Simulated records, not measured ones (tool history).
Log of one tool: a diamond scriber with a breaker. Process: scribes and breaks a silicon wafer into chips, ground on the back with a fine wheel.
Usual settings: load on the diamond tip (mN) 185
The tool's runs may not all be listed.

run    hour  load on the diamond tip (mN)  wafers since the last listed run  hours since the diamond tip was replaced  hours since the load on the tip was calibrated  incoming depth of the damage left on the back of the incoming wafer, um  depth of the median crack under the scribed line (µm)  chips rejected at inspection after the break (%)
  1       0                           201                                 0                                     390.9                                           395.9                                                                     1.81                                                  11.06                                              1.17
      148.1  -- diamond tip replaced by a new one
  2   243.2                           185                               754                                      95.1                                           639.1                                                                     1.54                                                  11.46                                              0.99
  3   345.7                           219                               320                                     197.6                                           741.6                                                                     2.65                                                  12.66                                              2.09
  4   447.2                           219                               317                                     299.1                                           843.1                                                                     2.89                                                  12.32                                              2.08
  5   532.6                           219                               267                                     384.5                                           928.5                                                                      1.6                                                  12.21                                              1.05
  6     573                           203                               126                                     424.9                                           968.9                                                                     2.93                                                  11.68                                              2.48
  7   678.3                           203                               329                                     530.2                                          1074.2                                                                     2.21                                                  11.12                                              1.83
  8   733.8                           198                               173                                     585.7                                          1129.7                                                                     2.52                                                  10.49                                              2.68
  9   812.2                           153                               245                                     664.1                                          1208.1                                                                     2.02                                                   8.88                                              6.77
      816.6  -- diamond tip replaced by a new one
 10   908.1                           149                               293                                      91.5                                            1304                                                                     1.58                                                  10.37                                              1.73
 11  1009.3                           204                               316                                     192.7                                          1405.2                                                                      2.3                                                  12.19                                              1.54
 12  1061.3                           154                               162                                     244.7                                          1457.2                                                                     1.94                                                  10.76                                              2.22
     1104.5  -- load on the tip recalibrated
 13  1162.8                           205                               311                                     346.2                                            58.3                                                                     2.04                                                  11.84                                              1.17
 14  1217.6                           185                               171                                       401                                           113.1                                                                     2.07                                                  11.17                                               1.6
 15  1318.9                           200                               317                                     502.3                                           214.4                                                                     2.66                                                  11.02                                              2.12
 16  1407.5                           235                               277                                     590.9                                             303                                                                     1.57                                                  11.34                                               1.2
 17  1446.2                           166                               121                                     629.6                                           341.7                                                                      1.6                                                   9.32                                              4.97

Forecast each of these 3 alternatives for the next run:
  A  1446.8                           185                                 1                                     630.2                                           342.3                                                                     2.57                                                      ?                                                 ?
  B  1446.8                           141                                 1                                     630.2                                           342.3                                                                     2.57                                                      ?                                                 ?
  C  1446.8                           220                                 1                                     630.2                                           342.3                                                                     2.57                                                      ?                                                 ?

run  depth of the median crack under the scribed line (µm)  chips rejected at inspection after the break (%)
  A                                                  10.01                                              3.98
  B                                                   8.94                                                 8
  C                                                  10.82                                              2.31
Without the tool's hidden state the same runs would have given:
run  depth of the median crack under the scribed line (µm)  chips rejected at inspection after the break (%)
  A                                                  11.75                                              1.58
  B                                                   10.5                                              2.86
  C                                                   12.7                                              1.87
